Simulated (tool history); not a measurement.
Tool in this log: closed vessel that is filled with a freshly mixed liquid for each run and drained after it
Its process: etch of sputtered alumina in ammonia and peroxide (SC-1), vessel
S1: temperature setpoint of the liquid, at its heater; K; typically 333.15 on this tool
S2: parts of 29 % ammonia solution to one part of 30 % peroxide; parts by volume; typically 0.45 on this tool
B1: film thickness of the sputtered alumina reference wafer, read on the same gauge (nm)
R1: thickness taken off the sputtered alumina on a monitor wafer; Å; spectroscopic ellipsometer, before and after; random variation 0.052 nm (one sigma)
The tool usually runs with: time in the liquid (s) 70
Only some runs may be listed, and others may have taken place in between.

{"run": 1, "day": 0.0, "S1": 333.15, "S2": 0.45, "time in the liquid (s)": 95, "B1": 40.02, "R1": 103.7}
{"run": 2, "day": 1.354, "S1": 333.15, "S2": 0.45, "time in the liquid (s)": 50, "B1": 40.02, "R1": 54.5}
{"run": 3, "day": 1.875, "S1": 325.15, "S2": 0.45, "time in the liquid (s)": 70, "B1": 40.01, "R1": 50.1}
{"run": 4, "day": 2.438, "S1": 333.15, "S2": 0.55, "time in the liquid (s)": 70, "B1": 40.03, "R1": 79.3}
{"run": 5, "day": 3.221, "S1": 333.15, "S2": 0.55, "time in the liquid (s)": 70, "B1": 39.99, "R1": 77.9}
{"day": 4.042, "done": "new drum of ammonia solution connected"}
{"run": 6, "day": 4.7, "S1": 333.15, "S2": 0.5, "time in the liquid (s)": 70, "B1": 39.99, "R1": 77.4}
{"day": 4.754, "done": "ammonia flow meter replaced"}
{"run": 7, "day": 6.158, "S1": 333.15, "S2": 0.45, "time in the liquid (s)": 70, "B1": 40.04, "R1": 76.6}
{"run": 8, "day": 6.983, "S1": 333.15, "S2": 0.45, "time in the liquid (s)": 70, "B1": 40, "R1": 75.9}
{"day": 7.592, "done": "thermometer replaced"}
{"run": 9, "day": 7.612, "S1": 333.15, "S2": 0.45, "time in the liquid (s)": 70, "B1": 40.02, "R1": 76.2}
{"run": 10, "day": 9.004, "S1": 333.15, "S2": 0.45, "time in the liquid (s)": 70, "B1": 40, "R1": 77.4}
{"run": 11, "day": 9.733, "S1": 333.15, "S2": 0.35, "time in the liquid (s)": 35, "B1": 40.01, "R1": 37.3}
{"run": 12, "day": 10.667, "S1": 333.15, "S2": 0.45, "time in the liquid (s)": 70, "B1": 39.98, "R1": 76.5}
{"run": 13, "day": 12.162, "S1": 333.15, "S2": 0.45, "time in the liquid (s)": 70, "B1": 39.96, "R1": 76.2}
{"run": 14, "day": 12.712, "S1": 333.15, "S2": 0.45, "time in the liquid (s)": 70, "B1": 40.01, "R1": 75.6}
{"run": 15, "day": 14.092, "S1": 329.15, "S2": 0.45, "time in the liquid (s)": 70, "B1": 40.05, "R1": 62.2}
{"day": 14.283, "done": "gauge calibrated"}
{"run": 16, "day": 15.421, "S1": 333.15, "S2": 0.45, "time in the liquid (s)": 105, "B1": 40.02, "R1": 114.3}
{"run": 17, "day": 16.779, "S1": 333.15, "S2": 0.45, "time in the liquid (s)": 70, "B1": 39.99, "R1": 77.2}
{"run": 18, "day": 17.512, "S1": 338.15, "S2": 0.5, "time in the liquid (s)": 105, "B1": 39.99, "R1": 147.2}
{"run": 19, "day": 19.892, "S1": 333.15, "S2": 0.45, "time in the liquid (s)": 90, "B1": 40, "R1": 98.7}
{"day": 20.579, "done": "new drum of ammonia solution connected"}
{"run": 20, "day": 21.196, "S1": 333.15, "S2": 0.45, "time in the liquid (s)": 100, "B1": 39.98, "R1": 109.4}
{"run": 21, "day": 22.133, "S1": 333.15, "S2": 0.45, "time in the liquid (s)": 70, "B1": 39.99, "R1": 76.3}
{"run": 22, "day": 22.862, "S1": 329.15, "S2": 0.45, "time in the liquid (s)": 70, "B1": 40.02, "R1": 62.5}
{"run": 23, "day": 24.283, "S1": 341.15, "S2": 0.45, "time in the liquid (s)": 70, "B1": 39.98, "R1": 114.1}
{"run": 24, "day": 25.621, "S1": 325.15, "S2": 0.45, "time in the liquid (s)": 70, "B1": 39.97, "R1": 50.2}
{"run": 25, "day": 26.246, "S1": 336.15, "S2": 0.25, "time in the liquid (s)": 35, "B1": 40.02, "R1": 42.2}
{"run": 26, "day": 27.492, "S1": 339.15, "S2": 0.3, "time in the liquid (s)": 30, "B1": 40.03, "R1": 43.1}
{"run": 27, "day": 28.638, "S1": 333.15, "S2": 0.45, "time in the liquid (s)": 110, "B1": 40.03, "R1": 120.8}
{"run": 28, "day": 29.238, "S1": 333.15, "S2": 0.55, "time in the liquid (s)": 70, "B1": 40.01, "R1": 78.3}
{"run": 29, "day": 30.371, "S1": 323.65, "S2": 0.35, "time in the liquid (s)": 35, "B1": 40, "R1": 22.6}

Predict each of these 3 candidate next runs independently; none follows another, all start after run 29:
{"run": "A", "day": 30.4, "S1": 333.15, "S2": 0.45, "time in the liquid (s)": 70, "B1": "?", "R1": "?"}
{"run": "B", "day": 30.4, "S1": 333.15, "S2": 0.3, "time in the liquid (s)": 70, "B1": "?", "R1": "?"}
{"run": "C", "day": 30.4, "S1": 342.65, "S2": 0.6, "time in the liquid (s)": 70, "B1": "?", "R1": "?"}

run=A B1=40.01 R1=76.5
run=B B1=40.01 R1=73.6
run=C B1=40.01 R1=126.1
What these runs would have given with no unlogged condition in the tool:
run=A R1=76.5
run=B R1=73.6
run=C R1=126.1

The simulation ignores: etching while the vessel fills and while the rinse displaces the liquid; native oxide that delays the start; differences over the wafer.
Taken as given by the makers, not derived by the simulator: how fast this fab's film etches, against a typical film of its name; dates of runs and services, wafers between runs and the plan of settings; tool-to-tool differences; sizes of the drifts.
